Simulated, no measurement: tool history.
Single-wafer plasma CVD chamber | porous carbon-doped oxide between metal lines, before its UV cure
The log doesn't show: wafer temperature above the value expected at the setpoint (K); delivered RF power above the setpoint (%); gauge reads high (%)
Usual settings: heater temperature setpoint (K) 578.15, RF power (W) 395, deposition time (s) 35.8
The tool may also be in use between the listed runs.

run   hour  heater temperature setpoint (K)  RF power (W)  deposition time (s)  wafers since the last listed run  hours since the last thermocouple change  hours since the last RF generator calibration  hours since the showerhead was replaced  hours since the gauge calibration  read-back reference wafer on the same gauge, thickness_nm  mean film thickness on the monitor wafer (nm)
  1    0.0                           578.15           395                 39.9                                 0                                    2020.3                                         1672.5                                   6733.1                              443.9                                                    141.973                                        171.695
  2   29.2                           578.15           395                 35.8                               955                                    2049.5                                         1701.7                                   6762.3                              473.1                                                    142.023                                        153.952
      54.9  -- gauge calibrated
  3   55.4                           588.15           395                 35.8                               857                                    2075.7                                         1727.9                                   6788.5                                0.5                                                    141.994                                        147.128
  4   69.0                           588.15           395                 35.8                               445                                    2089.3                                         1741.5                                   6802.1                               14.1                                                    142.034                                        146.549
  5   88.0                           578.15           395                 35.8                               622                                    2108.3                                         1760.5                                   6821.1                               33.1                                                    141.979                                        154.640
  6  121.2                           578.15           375                 35.8                              1086                                    2141.5                                         1793.7                                   6854.3                               66.3                                                    142.003                                        145.992
  7  139.9                           578.15           375                 35.8                               612                                    2160.2                                         1812.4                                   6873.0                               85.0                                                    141.966                                        146.979
  8  174.5                           578.15           395                 35.8                              1132                                    2194.8                                         1847.0                                   6907.6                              119.6                                                    142.051                                        154.443
  9  207.3                           584.15           395                 35.8                              1073                                    2227.6                                         1879.8                                   6940.4                              152.4                                                    142.020                                        149.559
 10  224.6                           578.15           395                 35.8                               566                                    2244.9                                         1897.1                                   6957.7                              169.7                                                    142.005                                        153.593
 11  243.0                           578.15           395                 35.8                               602                                    2263.3                                         1915.5                                   6976.1                              188.1                                                    141.898                                        154.170
 12  276.8                           578.15           395                 35.8                              1106                                    2297.1                                         1949.3                                   7009.9                              221.9                                                    141.978                                        154.881
 13  293.8                           585.15           395                 35.8                               556                                    2314.1                                         1966.3                                   7026.9                              238.9                                                    141.941                                        148.937
 14  320.1                           585.15           395                 35.8                               861                                    2340.4                                         1992.6                                   7053.2                              265.2                                                    141.938                                        149.257
     345.8  -- RF generator calibrated
 15  355.3                           585.15           395                 35.8                               890                                    2375.6                                            9.5                                   7088.4                              300.4                                                    142.086                                        149.832
 16  379.2                           578.15           395                 35.8                               782                                    2399.5                                           33.4                                   7112.3                              324.3                                                    141.959                                        154.665
 17  404.1                           578.15           395                 35.8                               815                                    2424.4                                           58.3                                   7137.2                              349.2                                                    142.038                                        154.428
 18  424.7                           570.15           455                 29.8                               674                                    2445.0                                           78.9                                   7157.8                              369.8                                                    141.927                                        153.491
 19  459.4                           591.15           455                 40.1                              1136                                    2479.7                                          113.6                                   7192.5                              404.5                                                    141.957                                        185.060
 20  478.7                           574.15           450                 29.4                               631                                    2499.0                                          132.9                                   7211.8                              423.8                                                    141.959                                        146.304
     480.5  -- gauge calibrated
 21  491.9                           578.15           320                 35.8                               432                                    2512.2                                          146.1                                   7225.0                               11.4                                                    141.959                                        123.927
 22  525.6                           586.15           395                 39.4                              1103                                    2545.9                                          179.8                                   7258.7                               45.1                                                    141.977                                        163.159
 23  539.4                           578.15           395                 35.8                               451                                    2559.7                                          193.6                                   7272.5                               58.9                                                    141.940                                        154.516
 24  562.0                           578.15           395                 35.8                               739                                    2582.3                                          216.2                                   7295.1                               81.5                                                    141.970                                        155.095
 25  586.5                           578.15           330                 35.8                               802                                    2606.8                                          240.7                                   7319.6                              106.0                                                    141.990                                        128.466
     598.8  -- thermocouple changed; heater temperature recalibrated
 26  621.7                           585.15           465                 41.0                               890                                      22.9                                          275.9                                   7354.8                              141.2                                                    141.973                                        198.272
 27  646.4                           578.15           455                 35.8                               808                                      47.6                                          300.6                                   7379.5                              165.9                                                    141.996                                        176.109
     659.9  -- showerhead replaced
 28  673.1                           569.15           460                 30.3                               612                                      74.3                                          327.3                                     13.2                              192.6                                                    141.985                                        157.754
 29  707.1                           578.15           395                 35.8                              1113                                     108.3                                          361.3                                     47.2                              226.6                                                    142.013                                        154.666
 30  739.9                           578.15           395                 35.8                              1073                                     141.1                                          394.1                                     80.0                              259.4                                                    142.009                                        153.670
 31  767.6                           588.15           440                 38.1                               906                                     168.8                                          421.8                                    107.7                              287.1                                                    142.078                                        173.532
 32  780.6                           578.15           340                 35.8                               425                                     181.8                                          434.8                                    120.7                              300.1                                                    142.007                                        132.681
 33  803.1                           578.15           340                 35.8                               736                                     204.3                                          457.3                                    143.2                              322.6                                                    142.014                                        132.782
 34  829.2                           585.15           395                 35.8                               854                                     230.4                                          483.4                                    169.3                              348.7                                                    142.038                                        149.655
 35  847.9                           578.15           395                 35.8                               612                                     249.1                                          502.1                                    188.0                              367.4                                                    141.971                                        154.253

3 ways to go on from here, each from the tool as it stands after run 35. What would each give?
  A  848.3                           578.15           395                 35.8                                13                                     249.5                                          502.5                                    188.4                              367.8                                                          ?                                              ?
  B  848.3                           588.15           340                 35.8                                13                                     249.5                                          502.5                                    188.4                              367.8                                                          ?                                              ?
  C  848.3                           566.15           395                 33.6                                13                                     249.5                                          502.5                                    188.4                              367.8                                                          ?                                              ?

run  read-back reference wafer on the same gauge, thickness_nm  mean film thickness on the monitor wafer (nm)
  A                                                    142.032                                        153.631
  B                                                    142.032                                        125.814
  C                                                    142.032                                        153.405
Without the tool's hidden state the same runs would have given:
run  mean film thickness on the monitor wafer (nm)
  A                                        153.631
  B                                        125.814
  C                                        153.405
